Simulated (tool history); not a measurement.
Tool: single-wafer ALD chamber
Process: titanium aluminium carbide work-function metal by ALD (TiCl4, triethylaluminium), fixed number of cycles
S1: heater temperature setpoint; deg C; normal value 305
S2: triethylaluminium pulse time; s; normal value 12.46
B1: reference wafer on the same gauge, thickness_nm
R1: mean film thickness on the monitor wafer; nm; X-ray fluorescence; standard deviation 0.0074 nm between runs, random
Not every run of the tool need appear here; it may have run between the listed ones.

run 1 hour=0.0 | S1=299 S2=12.46 | B1=2.297 | R1=2.073
-- hour=51.9 triethylaluminium bottle replaced
run 2 hour=94.8 | S1=305 S2=12.46 | B1=2.292 | R1=2.103
run 3 hour=164.2 | S1=305 S2=12.46 | B1=2.286 | R1=2.091
run 4 hour=201.1 | S1=305 S2=8.56 | B1=2.283 | R1=1.953
run 5 hour=265.1 | S1=305 S2=8.56 | B1=2.275 | R1=1.943
run 6 hour=353.0 | S1=305 S2=8.56 | B1=2.272 | R1=1.943
run 7 hour=398.0 | S1=305 S2=13.59 | B1=2.268 | R1=2.084
run 8 hour=436.8 | S1=305 S2=13.59 | B1=2.266 | R1=2.094
run 9 hour=505.2 | S1=309 S2=9.56 | B1=2.263 | R1=2.025
-- hour=539.5 triethylaluminium bottle replaced
run 10 hour=542.6 | S1=294 S2=12.46 | B1=2.260 | R1=1.998
run 11 hour=611.1 | S1=294 S2=12.46 | B1=2.258 | R1=1.992
run 12 hour=669.4 | S1=302 S2=12.46 | B1=2.257 | R1=2.065
run 13 hour=723.2 | S1=305 S2=12.46 | B1=2.255 | R1=2.080
run 14 hour=787.6 | S1=305 S2=12.46 | B1=2.253 | R1=2.066
run 15 hour=839.9 | S1=305 S2=12.46 | B1=2.248 | R1=2.068
run 16 hour=924.6 | S1=316 S2=14.30 | B1=2.247 | R1=2.165
run 17 hour=1011.5 | S1=298 S2=12.46 | B1=2.245 | R1=1.998
-- hour=1068.9 triethylaluminium bottle replaced
run 18 hour=1107.4 | S1=316 S2=8.69 | B1=2.244 | R1=2.010
run 19 hour=1195.4 | S1=312 S2=15.89 | B1=2.243 | R1=2.146
-- hour=1272.8 thermocouple changed; heater temperature recalibrated
run 20 hour=1295.6 | S1=305 S2=12.46 | B1=2.241 | R1=2.059
run 21 hour=1339.0 | S1=305 S2=12.46 | B1=2.242 | R1=2.066
run 22 hour=1409.3 | S1=295 S2=14.72 | B1=2.241 | R1=1.994
run 23 hour=1515.7 | S1=314 S2=15.56 | B1=2.240 | R1=2.145
-- hour=1538.4 triethylaluminium bottle replaced
-- hour=1555.9 showerhead replaced
run 24 hour=1609.8 | S1=312 S2=16.05 | B1=2.238 | R1=2.134
run 25 hour=1661.4 | S1=305 S2=12.46 | B1=2.238 | R1=2.059
-- hour=1681.9 gauge calibrated
run 26 hour=1760.7 | S1=305 S2=12.46 | B1=2.283 | R1=2.099
run 27 hour=1844.6 | S1=302 S2=12.46 | B1=2.276 | R1=2.076
run 28 hour=1927.0 | S1=299 S2=10.62 | B1=2.268 | R1=1.999
run 29 hour=2014.3 | S1=305 S2=12.46 | B1=2.262 | R1=2.081
run 30 hour=2121.5 | S1=310 S2=12.46 | B1=2.255 | R1=2.125
-- hour=2136.7 triethylaluminium bottle replaced
run 31 hour=2206.4 | S1=312 S2=9.48 | B1=2.250 | R1=2.040
run 32 hour=2277.5 | S1=317 S2=15.26 | B1=2.247 | R1=2.192

Predict each of these 5 candidate next runs independently; none follows another, all start after run 32:
run A hour=2277.9 | S1=305 S2=12.46 | B1=? | R1=?
run B hour=2277.9 | S1=310 S2=15.84 | B1=? | R1=?
run C hour=2277.9 | S1=295 S2=17.11 | B1=? | R1=?
run D hour=2277.9 | S1=312 S2=13.83 | B1=? | R1=?
run E hour=2277.9 | S1=300 S2=12.46 | B1=? | R1=?

run=A B1=2.249 R1=2.069
run=B B1=2.249 R1=2.132
run=C B1=2.249 R1=2.016
run=D B1=2.249 R1=2.138
run=E B1=2.249 R1=2.031
Stripped of hidden state, with their random variation kept, the same runs would have yielded:
run=A R1=2.118
run=B R1=2.182
run=C R1=2.063
run=D R1=2.188
run=E R1=2.078
